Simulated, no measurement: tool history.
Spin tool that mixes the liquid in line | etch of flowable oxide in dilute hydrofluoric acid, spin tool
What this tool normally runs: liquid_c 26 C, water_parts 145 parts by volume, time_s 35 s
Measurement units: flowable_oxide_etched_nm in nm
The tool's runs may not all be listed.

run,hour,liquid_c,water_parts,time_s,wafers since the last listed run,hours since the thermometer was replaced,hours since the hydrofluoric acid flow meter was replaced,hours since the gauge calibration,"read-back film thickness of the flowable oxide reference wafer, read on the same gauge (nm)",flowable_oxide_etched_nm
1,0,26,145,35,0,1598.6,302.7,251.3,79.99,7.27
2,40.3,26,145,35,727,1638.9,343,291.6,80,7.21
3,288.2,26,145,35,4474,1886.8,590.9,539.5,80,7.09
4,390.2,26,145,35,1840,1988.8,692.9,641.5,79.99,6.97
# hour 435.6: thermometer replaced
5,465.3,26,145,35,1337,29.7,768,716.6,80.01,6.99
6,514.3,26,180,35,884,78.7,817,765.6,80.01,5.42
7,573.9,26,145,35,1075,138.3,876.6,825.2,80.01,6.95
# hour 586: gauge calibrated
8,610.3,26,145,35,656,174.7,913,24.3,80.01,6.9
9,667.5,21.5,85,20,1032,231.9,970.2,81.5,79.98,6.07
10,735.1,26,145,35,1220,299.5,1037.8,149.1,79.99,6.77
11,777.8,24,190,20,770,342.2,1080.5,191.8,80.01,2.6
# hour 818.1: hydrofluoric acid flow meter replaced
12,884.6,31,165,50,1909,449,66.5,298.6,80.01,10.87
13,965.3,24,175,45,1456,529.7,147.2,379.3,79.99,7.02
14,1070.5,27.5,145,25,1898,634.9,252.4,484.5,79.99,5.52

3 ways to go on from here, each from the tool as it stands after run 14. What would each give?
A,1070.9,26,145,50,7,635.3,252.8,484.9,?,?
B,1070.9,26,205,50,7,635.3,252.8,484.9,?,?
C,1070.9,22.5,165,20,7,635.3,252.8,484.9,?,?

run,"read-back film thickness of the flowable oxide reference wafer, read on the same gauge (nm)",flowable_oxide_etched_nm
A,80.01,10.42
B,80.01,6.87
C,80.01,3.13
The same runs, with their run-to-run variation unchanged, on a tool lacking any hidden condition would have given:
run,flowable_oxide_etched_nm
A,10.66
B,7.04
C,3.21

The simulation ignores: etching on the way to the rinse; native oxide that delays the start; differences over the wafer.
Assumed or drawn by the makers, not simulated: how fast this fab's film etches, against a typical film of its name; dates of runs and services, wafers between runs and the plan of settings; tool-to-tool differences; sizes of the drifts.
